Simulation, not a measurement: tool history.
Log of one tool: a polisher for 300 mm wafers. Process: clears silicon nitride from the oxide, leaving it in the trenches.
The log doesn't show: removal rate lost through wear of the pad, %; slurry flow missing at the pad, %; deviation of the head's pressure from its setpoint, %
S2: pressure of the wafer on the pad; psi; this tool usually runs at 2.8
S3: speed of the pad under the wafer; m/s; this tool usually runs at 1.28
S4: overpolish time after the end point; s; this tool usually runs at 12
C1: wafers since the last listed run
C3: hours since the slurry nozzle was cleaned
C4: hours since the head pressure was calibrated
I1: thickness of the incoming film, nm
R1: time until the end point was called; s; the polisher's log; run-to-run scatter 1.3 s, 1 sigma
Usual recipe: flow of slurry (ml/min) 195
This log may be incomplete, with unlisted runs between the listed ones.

Run 1, hour 0: usual settings but S3 0.94 m/s; C1 0; wafers polished on this pad 1412; C3 49.8; C4 213.9; I1 69.6. Result: R1 106.5 s.
Run 2, hour 77.5: usual settings but S3 0.94 m/s; C1 646; wafers polished on this pad 2059; C3 127.3; C4 291.4; I1 70. Result: R1 109.4 s.
At hour 335.7: worn pad replaced by a new one.
Run 3, hour 336.2: usual settings but S3 0.94 m/s; C1 2123; wafers polished on this pad 3; C3 386; C4 550.1; I1 70.8. Result: R1 111.9 s.
Run 4, hour 389.5: usual settings but S2 2.3 psi; C1 444; wafers polished on this pad 448; C3 439.3; C4 603.4; I1 70.1. Result: R1 99.3 s.
At hour 392.8: slurry nozzle cleaned.
Run 5, hour 448.8: usual settings but S2 2.3 psi; C1 486; wafers polished on this pad 934; C3 56; C4 662.7; I1 68.9. Result: R1 98.3 s.
Run 6, hour 509.2: usual settings but S3 1 m/s; C1 503; wafers polished on this pad 1437; C3 116.4; C4 723.1; I1 69.3. Result: R1 108.6 s.
Run 7, hour 577.5: usual settings; C1 569; wafers polished on this pad 2007; C3 184.7; C4 791.4; I1 69.7. Result: R1 88.6 s.
At hour 788.3: worn pad replaced by a new one.
At hour 823: slurry nozzle cleaned.
Run 8, hour 866.6: usual settings; C1 2368; wafers polished on this pad 644; C3 43.6; C4 1080.5; I1 70.8. Result: R1 89.6 s.
At hour 941.9: head pressure recalibrated.
Run 9, hour 972.8: usual settings but flow of slurry (ml/min) 210; C1 868; wafers polished on this pad 1513; C3 149.8; C4 30.9; I1 70.6. Result: R1 80.6 s.
Run 10, hour 1126.6: usual settings but flow of slurry (ml/min) 210; C1 1282; wafers polished on this pad 2795; C3 303.6; C4 184.7; I1 69.9. Result: R1 82.7 s.
Run 11, hour 1180.1: usual settings but flow of slurry (ml/min) 210; C1 446; wafers polished on this pad 3241; C3 357.1; C4 238.2; I1 68.9. Result: R1 83.7 s.
At hour 1194.1: worn pad replaced by a new one.
Run 12, hour 1288: usual settings but S3 1.48 m/s; C1 866; wafers polished on this pad 783; C3 465; C4 346.1; I1 70.8. Result: R1 68.7 s.
At hour 1310.7: slurry nozzle cleaned.
Run 13, hour 1343: usual settings but S2 3.3 psi; C1 450; wafers polished on this pad 1233; C3 32.3; C4 401.1; I1 70.1. Result: R1 65.6 s.
Run 14, hour 1394.4: usual settings; C1 428; wafers polished on this pad 1662; C3 83.7; C4 452.5; I1 69.2. Result: R1 80.2 s.
Run 15, hour 1473.8: usual settings; C1 661; wafers polished on this pad 2324; C3 163.1; C4 531.9; I1 69.2. Result: R1 83.3 s.
Run 16, hour 1566.1: usual settings; C1 769; wafers polished on this pad 3093; C3 255.4; C4 624.2; I1 69.6. Result: R1 88.4 s.
Run 17, hour 1613.6: usual settings but S3 1 m/s, S4 14 s; C1 396; wafers polished on this pad 3489; C3 302.9; C4 671.7; I1 71. Result: R1 113.6 s.
At hour 1676.8: worn pad replaced by a new one.
Run 18, hour 1718.2: usual settings; C1 838; wafers polished on this pad 345; C3 407.5; C4 776.3; I1 68.8. Result: R1 81 s.
Run 19, hour 1788.1: usual settings but S2 2.5 psi, S3 1.6 m/s; C1 582; wafers polished on this pad 927; C3 477.4; C4 846.2; I1 70.6. Result: R1 74.7 s.
Run 20, hour 1825.7: usual settings but S4 7 s; C1 313; wafers polished on this pad 1241; C3 515; C4 883.8; I1 70.2. Result: R1 83.6 s.
At hour 1845.7: slurry nozzle cleaned.
At hour 1876.1: head pressure recalibrated.
Run 21, hour 1911.7: usual settings; C1 692; wafers polished on this pad 1933; C3 66; C4 35.6; I1 69.5. Result: R1 80.8 s.
Run 22, hour 1984: usual settings but flow of slurry (ml/min) 175, S2 3.4 psi; C1 602; wafers polished on this pad 2536; C3 138.3; C4 107.9; I1 71. Result: R1 69.6 s.
Run 23, hour 2020: usual settings but flow of slurry (ml/min) 140; C1 300; wafers polished on this pad 2836; C3 174.3; C4 143.9; I1 71.4. Result: R1 91.1 s.
Run 24, hour 2056.6: usual settings but flow of slurry (ml/min) 170, S2 2.1 psi; C1 305; wafers polished on this pad 3141; C3 210.9; C4 180.5; I1 69.4. Result: R1 113.5 s.
At hour 2085.7: worn pad replaced by a new one.
Run 25, hour 2124.4: usual settings but S2 1.9 psi, S3 0.98 m/s, S4 14 s; C1 531; wafers polished on this pad 322; C3 278.7; C4 248.3; I1 69.2. Result: R1 151.7 s.
Run 26, hour 2231.4: usual settings; C1 892; wafers polished on this pad 1214; C3 385.7; C4 355.3; I1 70.1. Result: R1 81.4 s.
Run 27, hour 2272.9: usual settings but flow of slurry (ml/min) 155; C1 346; wafers polished on this pad 1560; C3 427.2; C4 396.8; I1 70. Result: R1 85.7 s.
At hour 2349.4: slurry nozzle cleaned.
Run 28, hour 2358.6: usual settings; C1 706; wafers polished on this pad 2267; C3 9.2; C4 482.5; I1 70. Result: R1 82.8 s.

Describe how what the log doesn't record of the tool's condition differs between the last listed run preceding each entry between runs and the first listed run following it.
From run 2 to run 3: worn pad replaced by a new one (hour 335.7)
  removal rate lost through wear of the pad, %: 3.54 -> 1.11; deviation of the head's pressure from its setpoint, %: -0.699 -> -2.82
  difference, measured minus the result without the unlogged condition, R1: +4.6 -> +4.4 s
From run 4 to run 5: slurry nozzle cleaned (hour 392.8)
  removal rate lost through wear of the pad, %: 1.26 -> 1.8; deviation of the head's pressure from its setpoint, %: -3.42 -> -4.15
  difference, measured minus the result without the unlogged condition, R1: +4.6 -> +5.7 s
From run 7 to run 8: worn pad replaced by a new one (hour 788.3); slurry nozzle cleaned (hour 823)
  removal rate lost through wear of the pad, %: 4.26 -> 1.84; deviation of the head's pressure from its setpoint, %: -5.98 -> -11.3
  difference, measured minus the result without the unlogged condition, R1: +8.8 -> +11.6 s
From run 8 to run 9: head pressure recalibrated (hour 941.9)
  removal rate lost through wear of the pad, %: 1.84 -> 3.35; deviation of the head's pressure from its setpoint, %: -11.3 -> 0.997
  difference, measured minus the result without the unlogged condition, R1: +11.6 -> +1.9 s
From run 11 to run 12: worn pad replaced by a new one (hour 1194.1)
  removal rate lost through wear of the pad, %: 9.79 -> 1.63; deviation of the head's pressure from its setpoint, %: 0.453 -> -0.162
  difference, measured minus the result without the unlogged condition, R1: +7.8 -> +1.2 s
From run 12 to run 13: slurry nozzle cleaned (hour 1310.7)
  removal rate lost through wear of the pad, %: 1.63 -> 2.35; deviation of the head's pressure from its setpoint, %: -0.162 -> -0.563
  difference, measured minus the result without the unlogged condition, R1: +1.2 -> +1.9 s
From run 17 to run 18: worn pad replaced by a new one (hour 1676.8)
  removal rate lost through wear of the pad, %: 10.6 -> 1.5; deviation of the head's pressure from its setpoint, %: -3.39 -> -4.87
  difference, measured minus the result without the unlogged condition, R1: +15.5 -> +5.1 s
From run 20 to run 21: slurry nozzle cleaned (hour 1845.7); head pressure recalibrated (hour 1876.1)
  removal rate lost through wear of the pad, %: 2.6 -> 4.38; deviation of the head's pressure from its setpoint, %: -6.61 -> 0.769
  difference, measured minus the result without the unlogged condition, R1: +7.6 -> +3 s
From run 24 to run 25: worn pad replaced by a new one (hour 2085.7)
  removal rate lost through wear of the pad, %: 9.19 -> 0.937; deviation of the head's pressure from its setpoint, %: 0.464 -> 0.18
  difference, measured minus the result without the unlogged condition, R1: +9.9 -> +1.1 s
From run 27 to run 28: slurry nozzle cleaned (hour 2349.4)
  removal rate lost through wear of the pad, %: 2.75 -> 4.87; deviation of the head's pressure from its setpoint, %: -0.754 -> -1.49
  difference, measured minus the result without the unlogged condition, R1: +3 -> +5.2 s

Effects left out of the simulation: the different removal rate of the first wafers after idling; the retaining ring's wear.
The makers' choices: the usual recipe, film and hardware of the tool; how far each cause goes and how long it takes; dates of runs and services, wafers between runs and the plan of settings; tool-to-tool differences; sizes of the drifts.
